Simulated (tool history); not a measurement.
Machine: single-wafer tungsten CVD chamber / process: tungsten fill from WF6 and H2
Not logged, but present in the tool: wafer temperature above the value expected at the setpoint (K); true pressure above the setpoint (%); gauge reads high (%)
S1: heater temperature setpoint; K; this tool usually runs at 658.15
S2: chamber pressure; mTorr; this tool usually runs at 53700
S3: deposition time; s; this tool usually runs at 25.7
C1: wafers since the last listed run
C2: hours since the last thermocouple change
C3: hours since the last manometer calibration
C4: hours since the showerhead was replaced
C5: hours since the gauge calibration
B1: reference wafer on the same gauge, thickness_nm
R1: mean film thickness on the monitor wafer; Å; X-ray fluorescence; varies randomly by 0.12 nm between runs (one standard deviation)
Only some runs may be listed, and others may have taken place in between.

{"run": 1, "hour": 0.0, "S1": 658.15, "S2": 53700, "S3": 25.7, "C1": 0, "C2": 1968.4, "C3": 1755.5, "C4": 5855.9, "C5": 100.1, "B1": 89.671, "R1": 764.62}
{"run": 2, "hour": 26.0, "S1": 658.15, "S2": 53700, "S3": 25.7, "C1": 1117, "C2": 1994.4, "C3": 1781.5, "C4": 5881.9, "C5": 126.1, "B1": 89.732, "R1": 763.59}
{"run": 3, "hour": 43.4, "S1": 658.15, "S2": 53700, "S3": 28.6, "C1": 748, "C2": 2011.8, "C3": 1798.9, "C4": 5899.3, "C5": 143.5, "B1": 89.712, "R1": 851.04}
{"run": 4, "hour": 57.2, "S1": 658.15, "S2": 53700, "S3": 28.6, "C1": 593, "C2": 2025.6, "C3": 1812.7, "C4": 5913.1, "C5": 157.3, "B1": 89.662, "R1": 849.95}
{"run": 5, "hour": 73.3, "S1": 658.15, "S2": 53700, "S3": 28.6, "C1": 692, "C2": 2041.7, "C3": 1828.8, "C4": 5929.2, "C5": 173.4, "B1": 89.675, "R1": 849.49}
{"run": 6, "hour": 79.6, "S1": 658.15, "S2": 53700, "S3": 25.7, "C1": 270, "C2": 2048, "C3": 1835.1, "C4": 5935.5, "C5": 179.7, "B1": 89.707, "R1": 765.62}
{"run": 7, "hour": 92.2, "S1": 663.15, "S2": 53700, "S3": 27.9, "C1": 541, "C2": 2060.6, "C3": 1847.7, "C4": 5948.1, "C5": 192.3, "B1": 89.688, "R1": 908.07}
{"run": 8, "hour": 110.1, "S1": 663.15, "S2": 53700, "S3": 27.9, "C1": 769, "C2": 2078.5, "C3": 1865.6, "C4": 5966, "C5": 210.2, "B1": 89.662, "R1": 903.39}
{"hour": 123.5, "done": "capacitance manometer re-zeroed and calibrated"}
{"run": 9, "hour": 124.2, "S1": 663.15, "S2": 53700, "S3": 27.9, "C1": 262, "C2": 2092.6, "C3": 0.7, "C4": 5980.1, "C5": 224.3, "B1": 89.717, "R1": 869.85}
{"run": 10, "hour": 133.3, "S1": 658.15, "S2": 53700, "S3": 25.7, "C1": 391, "C2": 2101.7, "C3": 9.8, "C4": 5989.2, "C5": 233.4, "B1": 89.731, "R1": 736.18}
{"run": 11, "hour": 146.5, "S1": 658.15, "S2": 53700, "S3": 25.7, "C1": 567, "C2": 2114.9, "C3": 23, "C4": 6002.4, "C5": 246.6, "B1": 89.711, "R1": 735.09}
{"run": 12, "hour": 152.9, "S1": 658.15, "S2": 53700, "S3": 26.8, "C1": 275, "C2": 2121.3, "C3": 29.4, "C4": 6008.8, "C5": 253, "B1": 89.697, "R1": 768.67}
{"run": 13, "hour": 170.3, "S1": 658.15, "S2": 53700, "S3": 26.8, "C1": 748, "C2": 2138.7, "C3": 46.8, "C4": 6026.2, "C5": 270.4, "B1": 89.691, "R1": 766.63}
{"hour": 177.1, "done": "gauge calibrated"}
{"run": 14, "hour": 185.4, "S1": 648.15, "S2": 60300, "S3": 25.7, "C1": 649, "C2": 2153.8, "C3": 61.9, "C4": 6041.3, "C5": 8.3, "B1": 89.648, "R1": 642.42}
{"run": 15, "hour": 201.7, "S1": 670.15, "S2": 40300, "S3": 23, "C1": 700, "C2": 2170.1, "C3": 78.2, "C4": 6057.6, "C5": 24.6, "B1": 89.722, "R1": 717.51}
{"run": 16, "hour": 211.8, "S1": 663.15, "S2": 53700, "S3": 27.9, "C1": 434, "C2": 2180.2, "C3": 88.3, "C4": 6067.7, "C5": 34.7, "B1": 89.718, "R1": 870.65}
{"run": 17, "hour": 218.8, "S1": 658.15, "S2": 53700, "S3": 27.8, "C1": 300, "C2": 2187.2, "C3": 95.3, "C4": 6074.7, "C5": 41.7, "B1": 89.711, "R1": 795.12}
{"run": 18, "hour": 236.7, "S1": 663.15, "S2": 53700, "S3": 27.9, "C1": 769, "C2": 2205.1, "C3": 113.2, "C4": 6092.6, "C5": 59.6, "B1": 89.721, "R1": 870.58}
{"run": 19, "hour": 249.2, "S1": 652.15, "S2": 59000, "S3": 28.2, "C1": 537, "C2": 2217.6, "C3": 125.7, "C4": 6105.1, "C5": 72.1, "B1": 89.709, "R1": 747.92}
{"hour": 266.4, "done": "thermocouple changed; heater temperature recalibrated"}
{"hour": 270.8, "done": "showerhead replaced"}
{"run": 20, "hour": 271.3, "S1": 663.15, "S2": 53700, "S3": 27.9, "C1": 416, "C2": 4.9, "C3": 147.8, "C4": 0.5, "C5": 94.2, "B1": 89.724, "R1": 943.59}
{"run": 21, "hour": 271.6, "S1": 654.15, "S2": 40400, "S3": 25.7, "C1": 12, "C2": 5.2, "C3": 148.1, "C4": 0.8, "C5": 94.5, "B1": 89.7, "R1": 657.46}
{"run": 22, "hour": 286.2, "S1": 658.15, "S2": 60200, "S3": 27.7, "C1": 627, "C2": 19.8, "C3": 162.7, "C4": 15.4, "C5": 109.1, "B1": 89.726, "R1": 896.79}
{"run": 23, "hour": 300.2, "S1": 645.15, "S2": 49900, "S3": 21.2, "C1": 601, "C2": 33.8, "C3": 176.7, "C4": 29.4, "C5": 123.1, "B1": 89.695, "R1": 502.57}
{"run": 24, "hour": 310.3, "S1": 643.15, "S2": 53700, "S3": 25.7, "C1": 434, "C2": 43.9, "C3": 186.8, "C4": 39.5, "C5": 133.2, "B1": 89.726, "R1": 604.97}
{"run": 25, "hour": 323.3, "S1": 658.15, "S2": 65100, "S3": 30.7, "C1": 558, "C2": 56.9, "C3": 199.8, "C4": 52.5, "C5": 146.2, "B1": 89.722, "R1": 1026.46}
{"run": 26, "hour": 337.3, "S1": 665.15, "S2": 53700, "S3": 22.8, "C1": 601, "C2": 70.9, "C3": 213.8, "C4": 66.5, "C5": 160.2, "B1": 89.682, "R1": 795.96}
{"run": 27, "hour": 345.9, "S1": 665.15, "S2": 41300, "S3": 30.1, "C1": 369, "C2": 79.5, "C3": 222.4, "C4": 75.1, "C5": 168.8, "B1": 89.703, "R1": 940.73}
{"run": 28, "hour": 359.0, "S1": 663.15, "S2": 62900, "S3": 27.9, "C1": 563, "C2": 92.6, "C3": 235.5, "C4": 88.2, "C5": 181.9, "B1": 89.71, "R1": 1001.66}
{"run": 29, "hour": 372.8, "S1": 667.15, "S2": 53700, "S3": 25.7, "C1": 593, "C2": 106.4, "C3": 249.3, "C4": 102, "C5": 195.7, "B1": 89.731, "R1": 926.05}
{"run": 30, "hour": 384.5, "S1": 658.15, "S2": 53700, "S3": 28.3, "C1": 503, "C2": 118.1, "C3": 261, "C4": 113.7, "C5": 207.4, "B1": 89.734, "R1": 872.16}
{"run": 31, "hour": 400.2, "S1": 643.15, "S2": 62200, "S3": 25.7, "C1": 674, "C2": 133.8, "C3": 276.7, "C4": 129.4, "C5": 223.1, "B1": 89.699, "R1": 643.43}
{"run": 32, "hour": 407.7, "S1": 658.15, "S2": 58600, "S3": 27.8, "C1": 322, "C2": 141.3, "C3": 284.2, "C4": 136.9, "C5": 230.6, "B1": 89.71, "R1": 888.25}
{"run": 33, "hour": 425.5, "S1": 658.15, "S2": 53700, "S3": 25.7, "C1": 765, "C2": 159.1, "C3": 302, "C4": 154.7, "C5": 248.4, "B1": 89.715, "R1": 790.99}
{"run": 34, "hour": 442.2, "S1": 658.15, "S2": 58600, "S3": 27.8, "C1": 717, "C2": 175.8, "C3": 318.7, "C4": 171.4, "C5": 265.1, "B1": 89.687, "R1": 888.31}

Hidden state at the last listed run before each entry between runs and at the first one after, where it differs:
Between runs 8 and 9: capacitance manometer re-zeroed and calibrated (hour 123.5)
  wafer temperature above the value expected at the setpoint (K): -4.68 -> -4.71; true pressure above the setpoint (%): 7.7 -> -1.39
  difference, measured minus the result without the unlogged condition, R1: -47.02 -> -79.43 Å
Between runs 13 and 14: gauge calibrated (hour 177.1)
  wafer temperature above the value expected at the setpoint (K): -4.81 -> -4.84; true pressure above the setpoint (%): -1.22 -> -1.16
  difference, measured minus the result without the unlogged condition, R1: -71.79 -> -62.85 Å
Between runs 19 and 20: thermocouple changed; heater temperature recalibrated (hour 266.4); showerhead replaced (hour 270.8)
  wafer temperature above the value expected at the setpoint (K): -4.98 -> -0.406; true pressure above the setpoint (%): -0.929 -> -0.848
  difference, measured minus the result without the unlogged condition, R1: -73.62 -> -9.94 Å
